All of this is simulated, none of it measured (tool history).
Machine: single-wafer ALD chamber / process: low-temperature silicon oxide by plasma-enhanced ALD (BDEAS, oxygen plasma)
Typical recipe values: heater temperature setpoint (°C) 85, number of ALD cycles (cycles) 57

run   hour  heater temperature setpoint (°C)  number of ALD cycles (cycles)  wafers since the last listed run  hours since the last thermocouple change  hours since the gauge calibration  read-back reference wafer on the same gauge, thickness_nm  mean film thickness on the monitor wafer (angstrom)
  1      0                                85                             63                                 0                                    1638.8                              611.3                                                       7.52                                                86.85
  2   44.4                                85                             63                               160                                    1683.2                              655.7                                                      7.518                                                 87.3
  3  116.2                                85                             63                               259                                      1755                              727.5                                                      7.519                                                87.05
  4  155.1                                85                             53                               140                                    1793.9                              766.4                                                      7.523                                                73.65
  5  225.1                                85                             53                               253                                    1863.9                              836.4                                                      7.521                                                73.29
  6  275.6                                85                             53                               182                                    1914.4                              886.9                                                      7.518                                                73.38
  7  307.6                                85                             57                               115                                    1946.4                              918.9                                                      7.518                                                78.93
  8  363.9                                85                             57                               203                                    2002.7                              975.2                                                      7.522                                                78.75
  9  434.2                                85                             50                               254                                      2073                             1045.5                                                      7.521                                                68.97
 10  493.1                                85                             50                               213                                    2131.9                             1104.4                                                      7.521                                                69.01
 11  552.7                                85                             60                               215                                    2191.5                               1164                                                      7.519                                                83.31
     564.3  -- gauge calibrated
 12  619.7                                73                             57                               242                                    2258.5                               55.4                                                      7.521                                                81.68
 13  676.5                                85                             57                               205                                    2315.3                              112.2                                                      7.516                                                78.69
     819.8  -- thermocouple changed; heater temperature recalibrated
 14  859.3                                85                             57                               632                                      39.5                                295                                                      7.518                                                 78.8
 15  919.5                                95                             68                               217                                      99.7                              355.2                                                      7.521                                                91.54
 16  974.6                                81                             60                               199                                     154.8                              410.3                                                      7.518                                                83.88

Forecast run 17:
 17  1009.5                                95                             68                               126                                     189.7                              445.2                                                          ?                                                    ?

read-back reference wafer on the same gauge, thickness_nm: 7.521
mean film thickness on the monitor wafer (angstrom): 91.39
Had the tool carried no hidden state, the very same run would have given mean film thickness on the monitor wafer (angstrom) 91.39.

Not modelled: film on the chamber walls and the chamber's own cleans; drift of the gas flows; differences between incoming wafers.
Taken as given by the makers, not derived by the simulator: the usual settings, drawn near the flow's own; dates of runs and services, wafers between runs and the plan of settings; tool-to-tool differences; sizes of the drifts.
